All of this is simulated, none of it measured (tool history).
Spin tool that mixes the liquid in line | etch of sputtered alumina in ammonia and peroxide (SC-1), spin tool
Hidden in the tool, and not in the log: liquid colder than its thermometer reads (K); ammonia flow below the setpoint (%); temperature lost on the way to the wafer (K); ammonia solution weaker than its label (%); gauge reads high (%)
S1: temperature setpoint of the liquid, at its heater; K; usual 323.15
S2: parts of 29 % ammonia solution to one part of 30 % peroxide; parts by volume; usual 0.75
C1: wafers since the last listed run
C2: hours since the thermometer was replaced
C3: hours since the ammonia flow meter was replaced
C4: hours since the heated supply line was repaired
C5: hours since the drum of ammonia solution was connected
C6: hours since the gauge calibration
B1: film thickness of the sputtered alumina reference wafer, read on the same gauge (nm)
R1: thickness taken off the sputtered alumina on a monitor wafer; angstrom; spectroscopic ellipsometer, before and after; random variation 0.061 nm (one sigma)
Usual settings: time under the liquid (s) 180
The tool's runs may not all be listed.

Run 1, hour 0: usual settings but time under the liquid (s) 200; C1 0; C2 2401.6; C3 186; C4 2902.4; C5 207.2; C6 1501.4; B1 140.01. Result: R1 66.2 angstrom.
Run 2, hour 60.5: usual settings; C1 352; C2 2462.1; C3 246.5; C4 2962.9; C5 267.7; C6 1561.9; B1 140.01. Result: R1 59.6 angstrom.
Run 3, hour 121.7: usual settings; C1 356; C2 2523.3; C3 307.7; C4 3024.1; C5 328.9; C6 1623.1; B1 140.01. Result: R1 58.7 angstrom.
Run 4, hour 170.5: usual settings; C1 284; C2 2572.1; C3 356.5; C4 3072.9; C5 377.7; C6 1671.9; B1 139.98. Result: R1 58.4 angstrom.
Run 5, hour 253: usual settings; C1 480; C2 2654.6; C3 439; C4 3155.4; C5 460.2; C6 1754.4; B1 140. Result: R1 58.7 angstrom.
Run 6, hour 314.8: usual settings but S1 330.15 K, time under the liquid (s) 95; C1 360; C2 2716.4; C3 500.8; C4 3217.2; C5 522; C6 1816.2; B1 139.99. Result: R1 45.7 angstrom.
Run 7, hour 394.5: usual settings; C1 464; C2 2796.1; C3 580.5; C4 3296.9; C5 601.7; C6 1895.9; B1 139.99. Result: R1 56.9 angstrom.
At hour 590.9: thermometer replaced.
At hour 656.4: ammonia flow meter replaced.
Run 8, hour 695.2: usual settings; C1 1740; C2 104.3; C3 38.8; C4 3597.6; C5 902.4; C6 2196.6; B1 140.02. Result: R1 58.3 angstrom.
Run 9, hour 772.6: usual settings; C1 451; C2 181.7; C3 116.2; C4 3675; C5 979.8; C6 2274; B1 140. Result: R1 56.3 angstrom.
At hour 781.9: gauge calibrated.
Run 10, hour 834.2: usual settings; C1 358; C2 243.3; C3 177.8; C4 3736.6; C5 1041.4; C6 52.3; B1 139.98. Result: R1 56.3 angstrom.
Run 11, hour 926: usual settings but S2 1.1 parts by volume, time under the liquid (s) 270; C1 534; C2 335.1; C3 269.6; C4 3828.4; C5 1133.2; C6 144.1; B1 139.98. Result: R1 87.7 angstrom.
At hour 947.6: new drum of ammonia solution connected.
Run 12, hour 963.9: usual settings; C1 215; C2 373; C3 307.5; C4 3866.3; C5 16.3; C6 182; B1 140.01. Result: R1 57.7 angstrom.
Run 13, hour 1042.4: usual settings; C1 457; C2 451.5; C3 386; C4 3944.8; C5 94.8; C6 260.5; B1 139.98. Result: R1 57.2 angstrom.
Run 14, hour 1092: usual settings but time under the liquid (s) 245; C1 289; C2 501.1; C3 435.6; C4 3994.4; C5 144.4; C6 310.1; B1 139.98. Result: R1 76.3 angstrom.
Run 15, hour 1156: usual settings; C1 372; C2 565.1; C3 499.6; C4 4058.4; C5 208.4; C6 374.1; B1 139.96. Result: R1 56.2 angstrom.
Run 16, hour 1222.4: usual settings but S2 1.1 parts by volume, time under the liquid (s) 270; C1 386; C2 631.5; C3 566; C4 4124.8; C5 274.8; C6 440.5; B1 140.05. Result: R1 87.5 angstrom.
Run 17, hour 1324: usual settings but time under the liquid (s) 220; C1 592; C2 733.1; C3 667.6; C4 4226.4; C5 376.4; C6 542.1; B1 139.98. Result: R1 67.2 angstrom.
At hour 1341.2: heated supply line repaired.
Run 18, hour 1412.5: usual settings but S2 0.55 parts by volume, time under the liquid (s) 75; C1 509; C2 821.6; C3 756.1; C4 71.3; C5 464.9; C6 630.6; B1 140.03. Result: R1 26.8 angstrom.
Run 19, hour 1476.3: usual settings but time under the liquid (s) 280; C1 371; C2 885.4; C3 819.9; C4 135.1; C5 528.7; C6 694.4; B1 140.03. Result: R1 102.8 angstrom.
At hour 1540: ammonia flow meter replaced.
Run 20, hour 1542.8: usual settings but S2 0.95 parts by volume, time under the liquid (s) 110; C1 381; C2 951.9; C3 2.8; C4 201.6; C5 595.2; C6 760.9; B1 140.05. Result: R1 41.3 angstrom.
Run 21, hour 1649.8: usual settings but S2 0.65 parts by volume; C1 623; C2 1058.9; C3 109.8; C4 308.6; C5 702.2; C6 867.9; B1 140. Result: R1 64.3 angstrom.
Run 22, hour 1698.4: usual settings; C1 283; C2 1107.5; C3 158.4; C4 357.2; C5 750.8; C6 916.5; B1 140.01. Result: R1 65.9 angstrom.
Run 23, hour 1784.1: usual settings but S1 319.15 K, S2 0.4 parts by volume, time under the liquid (s) 125; C1 499; C2 1193.2; C3 244.1; C4 442.9; C5 836.5; C6 1002.2; B1 140.05. Result: R1 34 angstrom.
Run 24, hour 1889: usual settings but S1 332.15 K, time under the liquid (s) 110; C1 611; C2 1298.1; C3 349; C4 547.8; C5 941.4; C6 1107.1; B1 140.04. Result: R1 64.4 angstrom.
Run 25, hour 1943.7: usual settings but S1 313.65 K, S2 1.05 parts by volume, time under the liquid (s) 290; C1 318; C2 1352.8; C3 403.7; C4 602.5; C5 996.1; C6 1161.8; B1 139.98. Result: R1 62.4 angstrom.
Run 26, hour 2006.4: usual settings; C1 365; C2 1415.5; C3 466.4; C4 665.2; C5 1058.8; C6 1224.5; B1 140. Result: R1 65 angstrom.

3 ways to go on from here, each from the tool as it stands after run 26. What would each give?
Run A, hour 2006.9: usual settings; C1 2; C2 1416; C3 466.9; C4 665.7; C5 1059.3; C6 1225; B1 ?. Result: R1 ?.
Run B, hour 2006.9: usual settings but S1 327.15 K; C1 2; C2 1416; C3 466.9; C4 665.7; C5 1059.3; C6 1225; B1 ?. Result: R1 ?.
Run C, hour 2006.9: usual settings but S2 1.1 parts by volume; C1 2; C2 1416; C3 466.9; C4 665.7; C5 1059.3; C6 1225; B1 ?. Result: R1 ?.

run      B1    R1
  A  139.99  65.3
  B  139.99  81.2
  C  139.99  67.7
Without the tool's hidden state the same runs would have given:
run    R1
  A  68.7
  B  85.3
  C  71.2
